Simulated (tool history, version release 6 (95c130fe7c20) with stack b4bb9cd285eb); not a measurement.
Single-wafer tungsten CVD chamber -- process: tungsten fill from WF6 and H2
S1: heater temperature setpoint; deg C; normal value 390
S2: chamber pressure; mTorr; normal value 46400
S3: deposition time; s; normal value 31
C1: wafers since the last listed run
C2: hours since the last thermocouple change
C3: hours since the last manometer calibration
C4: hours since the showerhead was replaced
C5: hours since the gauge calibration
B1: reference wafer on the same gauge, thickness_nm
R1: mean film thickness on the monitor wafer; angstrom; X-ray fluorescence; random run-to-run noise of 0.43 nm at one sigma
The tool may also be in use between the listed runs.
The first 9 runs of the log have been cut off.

Run 10, day 33.829: usual settings; C1 671; C2 128.6; C3 287.2; C4 7388.5; C5 1156.4; B1 94.316. Result: R1 904.48 angstrom.
Run 11, day 36.458: usual settings; C1 766; C2 191.7; C3 350.3; C4 7451.6; C5 1219.5; B1 94.392. Result: R1 908.4 angstrom.
Run 12, day 40.683: usual settings; C1 1231; C2 293.1; C3 451.7; C4 7553; C5 1320.9; B1 94.208. Result: R1 897 angstrom.
Run 13, day 43.429: usual settings; C1 800; C2 359; C3 517.6; C4 7618.9; C5 1386.8; B1 94.102. Result: R1 901.38 angstrom.
Run 14, day 45.038: usual settings; C1 468; C2 397.6; C3 556.2; C4 7657.5; C5 1425.4; B1 94.316. Result: R1 898.43 angstrom.
Run 15, day 47.525: usual settings; C1 724; C2 457.3; C3 615.9; C4 7717.2; C5 1485.1; B1 94.066. Result: R1 907.62 angstrom.
At day 48.817: gauge calibrated.
Run 16, day 51: usual settings but S3 34.9 s; C1 1012; C2 540.7; C3 699.3; C4 7800.6; C5 52.4; B1 94.559. Result: R1 1023.56 angstrom.
Run 17, day 52.638: usual settings but S1 397 deg C; C1 477; C2 580; C3 738.6; C4 7839.9; C5 91.7; B1 94.189. Result: R1 1014.09 angstrom.
Run 18, day 55.162: usual settings but S1 399 deg C, S3 33.8 s; C1 735; C2 640.6; C3 799.2; C4 7900.5; C5 152.3; B1 94.323. Result: R1 1140.49 angstrom.
Run 19, day 58.129: usual settings; C1 864; C2 711.8; C3 870.4; C4 7971.7; C5 223.5; B1 94.224. Result: R1 906.39 angstrom.
At day 58.962: showerhead replaced.
Run 20, day 62.358: usual settings but S1 381 deg C, S2 41000 mTorr, S3 35.5 s; C1 1135; C2 813.3; C3 971.9; C4 81.5; C5 325; B1 94.175. Result: R1 847.96 angstrom.
Run 21, day 63.975: usual settings but S3 35.6 s; C1 471; C2 852.1; C3 1010.7; C4 120.3; C5 363.8; B1 94.025. Result: R1 1047.7 angstrom.
Run 22, day 67.208: usual settings; C1 942; C2 929.7; C3 1088.3; C4 197.9; C5 441.4; B1 94.426. Result: R1 916.36 angstrom.
Run 23, day 69.683: usual settings; C1 721; C2 989.1; C3 1147.7; C4 257.3; C5 500.8; B1 94.285. Result: R1 910.62 angstrom.
Run 24, day 72.946: usual settings but S1 403 deg C, S3 33.3 s; C1 950; C2 1067.4; C3 1226; C4 335.6; C5 579.1; B1 94.189. Result: R1 1218.99 angstrom.
Run 25, day 75.817: usual settings but S1 397 deg C, S2 38000 mTorr; C1 836; C2 1136.3; C3 1294.9; C4 404.5; C5 648; B1 94.042. Result: R1 952.03 angstrom.
Run 26, day 79.625: usual settings but S1 394 deg C; C1 1109; C2 1227.7; C3 1386.3; C4 495.9; C5 739.4; B1 94.346. Result: R1 968.3 angstrom.
At day 82.588: capacitance manometer re-zeroed and calibrated.
Run 27, day 83.088: usual settings but S2 42800 mTorr, S3 25.5 s; C1 911; C2 1310.8; C3 12; C4 579; C5 822.5; B1 94.264. Result: R1 707.73 angstrom.
Run 28, day 87.15: usual settings but S1 383 deg C, S3 28.9 s; C1 1183; C2 1408.3; C3 109.5; C4 676.5; C5 920; B1 94.576. Result: R1 727.98 angstrom.
Run 29, day 93.125: usual settings but S1 384 deg C, S2 55300 mTorr, S3 25.5 s; C1 1741; C2 1551.7; C3 252.9; C4 819.9; C5 1063.4; B1 94.196. Result: R1 702.35 angstrom.
Run 30, day 95.129: usual settings but S2 53400 mTorr; C1 583; C2 1599.8; C3 301; C4 868; C5 1111.5; B1 94.172. Result: R1 937.46 angstrom.
Run 31, day 99.433: usual settings but S1 377 deg C, S2 56600 mTorr, S3 25.8 s; C1 1254; C2 1703.1; C3 404.3; C4 971.3; C5 1214.8; B1 94.415. Result: R1 638.45 angstrom.
Run 32, day 101.054: usual settings but S2 57600 mTorr; C1 472; C2 1742; C3 443.2; C4 1010.2; C5 1253.7; B1 94.441. Result: R1 977.71 angstrom.
Run 33, day 105.3: usual settings but S1 400 deg C, S2 52800 mTorr; C1 1237; C2 1843.9; C3 545.1; C4 1112.1; C5 1355.6; B1 94.317. Result: R1 1106.79 angstrom.
Run 34, day 109.138: usual settings; C1 1118; C2 1936; C3 637.2; C4 1204.2; C5 1447.7; B1 94.307. Result: R1 904.18 angstrom.

What if the next run were any one of these 4? Each begins from the tool's condition after run 34:
Run A, day 109.154: usual settings but S1 379 deg C; C1 4; C2 1936.4; C3 637.6; C4 1204.6; C5 1448.1; B1 ?. Result: R1 ?.
Run B, day 109.154: usual settings but S1 399 deg C, S2 54800 mTorr, S3 34.7 s; C1 4; C2 1936.4; C3 637.6; C4 1204.6; C5 1448.1; B1 ?. Result: R1 ?.
Run C, day 109.154: usual settings but S2 40800 mTorr, S3 33.4 s; C1 4; C2 1936.4; C3 637.6; C4 1204.6; C5 1448.1; B1 ?. Result: R1 ?.
Run D, day 109.154: usual settings but S1 398 deg C; C1 4; C2 1936.4; C3 637.6; C4 1204.6; C5 1448.1; B1 ?. Result: R1 ?.

run      B1       R1
  A  94.331    744.6
  B  94.331  1243.55
  C  94.331   930.13
  D  94.331  1030.53
With the hidden condition removed and each run's random variation left untouched, the same runs would have given:
run       R1
  A   726.07
  B  1213.42
  C   906.81
  D  1004.88
